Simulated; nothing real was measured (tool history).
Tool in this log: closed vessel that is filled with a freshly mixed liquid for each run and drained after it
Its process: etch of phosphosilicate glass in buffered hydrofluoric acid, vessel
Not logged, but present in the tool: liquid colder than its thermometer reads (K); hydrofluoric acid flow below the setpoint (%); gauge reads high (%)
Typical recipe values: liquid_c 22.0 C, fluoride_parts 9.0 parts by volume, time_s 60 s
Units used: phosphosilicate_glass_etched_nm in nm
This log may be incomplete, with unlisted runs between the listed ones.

run	hour	liquid_c	fluoride_parts	time_s	wafers since the last listed run	hours since the thermometer was replaced	hours since the hydrofluoric acid flow meter was replaced	hours since the gauge calibration	read-back film thickness of the phosphosilicate glass reference wafer, read on the same gauge (nm)	phosphosilicate_glass_etched_nm
1	0.0	22.0	9.0	60	0	1276.9	940.7	462.2	89.99	190.62
2	93.1	22.0	9.0	60	7545	1370.0	1033.8	555.3	89.97	187.04
3	134.8	22.0	9.0	60	3379	1411.7	1075.5	597.0	90.03	182.54
4	198.8	22.0	9.0	75	5186	1475.7	1139.5	661.0	90.05	232.67
5	246.6	22.0	9.0	85	3873	1523.5	1187.3	708.8	90.03	263.05
6	307.3	22.0	9.0	85	4919	1584.2	1248.0	769.5	89.97	258.42
7	397.6	22.0	9.0	85	7318	1674.5	1338.3	859.8	90.01	257.13
8	605.0	22.0	6.5	85	16808	1881.9	1545.7	1067.2	89.97	362.99
9	673.7	22.0	6.5	85	5567	1950.6	1614.4	1135.9	89.99	355.56
10	770.8	25.5	9.0	60	7869	2047.7	1711.5	1233.0	90.06	219.74
11	840.3	25.5	9.0	60	5632	2117.2	1781.0	1302.5	89.96	220.03
12	891.0	25.5	9.0	60	4108	2167.9	1831.7	1353.2	90.02	219.55
# hour 973.7: gauge calibrated
13	990.1	22.0	6.5	75	8031	2267.0	1930.8	16.4	90.04	318.07
# hour 1051.9: thermometer replaced
14	1068.2	22.0	6.5	75	6248	16.3	2008.9	94.5	90.03	347.57
15	1141.6	22.0	9.0	85	5948	89.7	2082.3	167.9	89.98	285.02
16	1238.5	20.5	10.0	30	7853	186.6	2179.2	264.8	89.98	84.63
17	1318.2	22.0	9.0	60	6459	266.3	2258.9	344.5	90.04	197.42
18	1386.9	24.5	7.0	75	5567	335.0	2327.6	413.2	90.03	361.76
# hour 1424.4: hydrofluoric acid flow meter replaced
19	1443.1	18.0	7.0	75	4473	391.2	18.7	469.4	90.05	260.38
20	1485.2	22.0	9.0	40	3411	433.3	60.8	511.5	90.00	129.47
21	1575.4	22.0	8.0	60	7310	523.5	151.0	601.7	90.02	218.87
22	1675.9	22.0	9.0	60	8144	624.0	251.5	702.2	89.99	196.56

The next listed run, before its measurement:
23	1782.0	24.0	11.0	75	8598	730.1	357.6	808.3	?	?

Run 23 gave read-back film thickness of the phosphosilicate glass reference wafer, read on the same gauge (nm) 90.00, phosphosilicate_glass_etched_nm 229.12 nm.
With the hidden condition absent and the run-to-run variation left alone, this run would have shown phosphosilicate_glass_etched_nm 240.15 nm.
